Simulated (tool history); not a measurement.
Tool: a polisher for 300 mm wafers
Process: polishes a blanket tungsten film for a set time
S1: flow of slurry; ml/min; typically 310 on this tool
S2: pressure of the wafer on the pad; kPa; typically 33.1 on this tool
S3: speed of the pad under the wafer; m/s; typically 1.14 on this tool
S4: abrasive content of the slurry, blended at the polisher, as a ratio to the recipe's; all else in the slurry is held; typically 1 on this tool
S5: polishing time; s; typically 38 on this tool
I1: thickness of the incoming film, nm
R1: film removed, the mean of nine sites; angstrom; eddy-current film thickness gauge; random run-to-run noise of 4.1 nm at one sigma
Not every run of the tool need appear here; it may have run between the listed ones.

run     day   S1    S2    S3    S4  S5     I1    R1
  1       0  310  33.1  1.14   1.1  38  743.2  2873
      1.633  -- slurry blender recalibrated
  2   1.958  310  33.1  1.14  0.85  38  741.9  2554
  3       5  310  33.1  1.14  0.85  38  739.7  2501
  4   8.092  310  33.1  1.14     1  38  733.5  2648
     10.542  -- slurry nozzle cleaned
  5    11.4  310  33.1  1.14     1  38  724.1  2666
  6  12.979  310  33.1  1.14     1  38  738.2  2599
     14.038  -- head pressure recalibrated
     14.375  -- slurry tank refilled with fresh slurry and peroxide
  7  15.217  310  33.1     1     1  38  750.4  2333
  8  19.283  225  33.1  1.14     1  38  737.3  2535
  9  21.246  310  33.1  1.14     1  38  752.6  2537
 10  26.892  340  41.4  1.14   0.9  42  744.6  3274
     28.229  -- worn pad replaced by a new one
     29.271  -- slurry blender recalibrated
 11  29.558  310  33.1  1.14  0.85  38  746.9  2580
 12  31.408  310  33.1  1.14     1  49  750.1  3500
 13  33.488  310  33.1  1.14     1  30    752  2066
 14  36.825  310  33.1  1.14   0.8  49  740.4  3065
     38.812  -- slurry tank refilled with fresh slurry and peroxide
 15  39.821  310  33.1  1.14     1  38  747.4  2625
 16  43.171  240  33.1  1.52     1  38  750.8  2996
     44.488  -- head pressure recalibrated
 17  46.083  255  33.1   0.9     1  38  750.6  2210
     46.133  -- slurry nozzle cleaned
 18  48.704  310  35.9   1.3   0.7  43    754  2961
 19  51.288  310  33.1  1.14     1  43  734.8  2856
     56.412  -- slurry blender recalibrated
 20  58.229  310  22.8  1.14     1  38  734.9  1935
     58.433  -- worn pad replaced by a new one
 21  61.208  240  33.1     1     1  38  746.5  2479
 22  65.254  310  33.1  1.14     1  38  747.5  2678
 23  67.771  310  33.1  1.14     1  38  736.9  2579
     69.004  -- slurry tank refilled with fresh slurry and peroxide
 24  70.492  405  33.1  1.14     1  38  751.4  2636
     74.621  -- head pressure recalibrated
     79.117  -- slurry nozzle cleaned
 25  81.088  240  33.1  1.32  1.25  38    746  2913

State the hidden condition of the tool at each of the runs:
slurry flow missing at the pad, %: 0 on each run
deviation of the head's pressure from its setpoint, %: 0 on each run
abrasive missing from the slurry, %: 0 on each run
peroxide lost from the slurry, %: 0 on each run
H1: removal rate lost through wear of the pad, %
run    H1
  1  1.23
  2  2.78
  3  4.62
  4  5.96
  5  6.97
  6  7.34
  7  7.76
  8  8.31
  9   8.5
 10  8.87
 11  2.24
 12   3.7
 13  5.03
 14  6.63
 15  7.64
 16  8.44
 17  8.94
 18  9.26
 19  9.51
 20  9.91
 21  2.49
 22  4.94
 23     6
 24  6.86
 25  8.56
